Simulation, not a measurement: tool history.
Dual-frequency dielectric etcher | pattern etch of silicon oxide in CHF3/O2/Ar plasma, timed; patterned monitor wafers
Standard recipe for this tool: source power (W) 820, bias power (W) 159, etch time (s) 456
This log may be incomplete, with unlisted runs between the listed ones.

run,hour,source power (W),bias power (W),etch time (s),"read-back reference wafer on the same gauge, depth_nm",mean etch depth across the wafer (angstrom)
1,0,760,159,525.5,1119.3,10664
2,38,920,159,555,1118.4,12140
3,77.5,820,159,556.5,1118,11638
4,135.2,820,159,556.5,1117.1,11653
# hour 163.4: wet clean of the chamber
5,220.9,820,159,556.5,1114.5,11651
6,298.1,760,159,500.5,1116.7,10257
7,348.9,760,159,500.5,1114.8,10078
8,441.4,820,159,399.5,1114.1,8293
9,499.2,820,159,456,1113.1,9484
10,556.6,820,159,456,1111.4,9462
# hour 615.5: wet clean of the chamber
11,616.7,820,159,456,1112.5,9552
12,710.6,820,159,456,1111.3,9434
13,778.4,820,159,497.5,1112.5,10395
14,866.9,990,159,320,1110.5,7047
# hour 912.3: bias power generator calibrated
15,959.4,920,159,456,1110.3,9722
16,1013.7,820,159,456,1109.7,9415
17,1100.6,710,159,456,1108.2,9003
# hour 1139.2: wet clean of the chamber
18,1184.6,720,145,415.5,1108.4,8026
# hour 1285.1: upper electrode replaced
19,1285.6,820,159,456,1107.9,9383
# hour 1349.1: source power generator calibrated
# hour 1373.1: gauge calibrated
20,1373.4,820,159,377.5,1145.1,8059
21,1468.5,820,194,528.5,1138.2,11915
22,1558.3,820,198,456,1135.5,10312
# hour 1587.3: wet clean of the chamber
23,1630.2,940,159,515,1132.1,11282
24,1734.8,980,159,520.5,1128.1,11572
25,1780.4,820,159,456,1126.4,9598
26,1825.8,890,187,405.5,1126.9,9174
27,1870.3,930,159,328,1122,7196
28,1912.2,970,125,390,1123.1,8046
29,2005.2,820,134,528.5,1120.1,10463
30,2084.5,690,135,365,1118.5,6907

What if the next run were any one of these 3? Each begins from the tool's condition after run 30:
A,2085,1010,159,456,?,?
B,2085,820,136,560.5,?,?
C,2085,900,178,514,?,?

run,"read-back reference wafer on the same gauge, depth_nm",mean etch depth across the wafer (angstrom)
A,1119.3,10168
B,1119.3,11156
C,1119.3,11407
With the hidden condition removed and each run's random variation left untouched, the same runs would have given:
run,mean etch depth across the wafer (angstrom)
A,10369
B,11377
C,11632
